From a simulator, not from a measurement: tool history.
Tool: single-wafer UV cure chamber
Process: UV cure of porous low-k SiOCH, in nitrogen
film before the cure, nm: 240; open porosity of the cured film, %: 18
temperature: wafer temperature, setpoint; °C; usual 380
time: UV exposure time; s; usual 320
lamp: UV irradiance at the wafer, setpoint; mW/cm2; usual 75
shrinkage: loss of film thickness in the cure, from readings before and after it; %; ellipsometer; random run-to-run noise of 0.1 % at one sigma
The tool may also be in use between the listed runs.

run    hour  temperature  time  lamp  wafers since the last listed run  hours since the UV bulbs were replaced  wafers since the quartz window was cleaned  shrinkage
  1       0          380   320    75                                 0                                   249.9                                        1261     10.993
  2     114          380   320    75                               700                                   363.9                                        1962     10.878
  3   185.3          380   320    75                               438                                   435.2                                        2400     10.668
  4   228.1          388   320    75                               262                                     478                                        2663     10.591
      244.8  -- quartz window cleaned
  5     264          396   320    75                               171                                   513.9                                         118     11.763
  6   310.2          380   320    75                               283                                   560.1                                         401     11.559
  7   344.4          380   320    75                               210                                   594.3                                         611     11.251
  8   533.8          380   320    75                              1163                                   783.7                                        1775     10.912
  9     591          380   320    75                               351                                   840.9                                        2126     10.744
 10   631.7          380   320    75                               250                                   881.6                                        2377     10.702
 11   685.6          380   320    75                               331                                   935.5                                        2708      10.58
        713  -- quartz window cleaned
 12   731.6          395   320    75                               233                                   981.5                                         114      11.74
 13   772.4          393   375    75                               250                                  1022.3                                         364     12.318
      813.9  -- UV bulbs replaced
 14     819          380   320    75                               237                                     5.1                                         601     11.141
 15   996.4          380   320    75                              1089                                   182.5                                        1691     10.876
 16  1088.1          380   320    75                               563                                   274.2                                        2255     10.618
     1139.4  -- quartz window cleaned
 17  1144.1          380   320    75                               294                                   330.2                                          29     11.615
 18  1172.3          380   320    75                               173                                   358.4                                         202     11.554
 19    1227          400   160    40                               336                                   413.1                                         538      6.282
 20  1287.7          380   250   104                               372                                   473.8                                         911     11.639
 21  1340.3          389   320    40                               323                                   526.4                                        1234      8.531
 22    1378          380   265    75                               231                                   564.1                                        1466     10.079
 23  1448.2          380   405    91                               431                                   634.3                                        1897     12.909
 24  1514.6          380   220   111                               407                                   700.7                                        2305     10.589
 25  1560.9          390   255    75                               284                                     747                                        2589      9.785
     1588.4  -- quartz window cleaned
 26  1600.8          397   320    75                               195                                   786.9                                          76     11.771
 27  1651.5          365   320   114                               311                                   837.6                                         387     13.007
 28  1677.7          387   495    90                               160                                   863.8                                         548     14.211
     1722.3  -- UV bulbs replaced
 29  1729.9          380   320    75                               271                                     7.6                                         820      11.12
 30  1790.6          380   320    75                               372                                    68.3                                        1193     11.034
 31  1853.6          400   320    75                               387                                   131.3                                        1580     11.206
 32  1884.4          380   390    75                               189                                   162.1                                        1769     11.564
 33  1924.6          380   320    75                               246                                   202.3                                        2016     10.692
 34  1991.6          366   420    98                               411                                   269.3                                        2428     12.633
       2030  -- quartz window cleaned
 35  2058.2          380   320    75                               360                                   335.9                                         173     11.374
 36  2091.8          380   320    75                               206                                   369.5                                         379     11.444
 37  2159.6          369   480   109                               416                                   437.3                                         796      14.74

3 ways to go on from here, each from the tool as it stands after run 37. What would each give?
  A  2160          380   320    75                                 2                                   437.7                                         798          ?
  B  2160          370   320    48                                 2                                   437.7                                         798          ?
  C  2160          380   320    56                                 2                                   437.7                                         798          ?

run  shrinkage
  A     11.292
  B      9.164
  C     10.001
Had the tool no hidden state, the same runs would have come out as:
run  shrinkage
  A     11.645
  B      9.496
  C     10.342
